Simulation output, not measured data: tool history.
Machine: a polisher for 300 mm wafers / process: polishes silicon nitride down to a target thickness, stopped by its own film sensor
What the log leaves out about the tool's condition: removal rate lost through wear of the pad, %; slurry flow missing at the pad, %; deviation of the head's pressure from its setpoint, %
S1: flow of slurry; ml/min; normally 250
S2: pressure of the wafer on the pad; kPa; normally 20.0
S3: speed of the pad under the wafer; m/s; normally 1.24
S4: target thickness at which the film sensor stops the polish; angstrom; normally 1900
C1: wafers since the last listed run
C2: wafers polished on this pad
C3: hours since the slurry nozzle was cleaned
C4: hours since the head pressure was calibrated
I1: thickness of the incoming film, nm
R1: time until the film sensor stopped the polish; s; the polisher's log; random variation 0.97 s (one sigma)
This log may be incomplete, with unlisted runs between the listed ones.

run 1 hour=0.0 | S1=250 S2=20.0 S3=1.24 S4=1900 | C1=0 C2=776 C3=233.7 C4=24.0 | I1=331.9 | R1=96.8
run 2 hour=55.2 | S1=250 S2=20.0 S3=1.24 S4=1900 | C1=719 C2=1495 C3=288.9 C4=79.2 | I1=323.4 | R1=92.6
-- hour=87.3 worn pad replaced by a new one
run 3 hour=90.7 | S1=250 S2=24.8 S3=1.40 S4=1900 | C1=410 C2=44 C3=324.4 C4=114.7 | I1=330.7 | R1=75.8
run 4 hour=140.4 | S1=250 S2=24.8 S3=1.40 S4=1900 | C1=647 C2=691 C3=374.1 C4=164.4 | I1=329.7 | R1=76.2
run 5 hour=164.9 | S1=250 S2=24.8 S3=1.40 S4=1900 | C1=319 C2=1011 C3=398.6 C4=188.9 | I1=330.7 | R1=77.2
run 6 hour=234.7 | S1=250 S2=20.0 S3=1.38 S4=1900 | C1=909 C2=1920 C3=468.4 C4=258.7 | I1=332.1 | R1=88.1
-- hour=242.0 worn pad replaced by a new one
run 7 hour=296.4 | S1=250 S2=20.0 S3=1.24 S4=1900 | C1=751 C2=709 C3=530.1 C4=320.4 | I1=330.5 | R1=94.6
run 8 hour=337.2 | S1=250 S2=22.1 S3=1.00 S4=1900 | C1=531 C2=1240 C3=570.9 C4=361.2 | I1=328.0 | R1=99.7

Estimate the outcome of run 9 from the log above:
run 9 hour=381.8 | S1=250 S2=20.0 S3=1.24 S4=2100 | C1=581 C2=1821 C3=615.5 C4=405.8 | I1=329.6 | R1=?

{"run 9": {"R1": 78.4}}
Were there no unlogged condition in the tool, this run, its random variation unchanged, would have produced R1 82.5 s.

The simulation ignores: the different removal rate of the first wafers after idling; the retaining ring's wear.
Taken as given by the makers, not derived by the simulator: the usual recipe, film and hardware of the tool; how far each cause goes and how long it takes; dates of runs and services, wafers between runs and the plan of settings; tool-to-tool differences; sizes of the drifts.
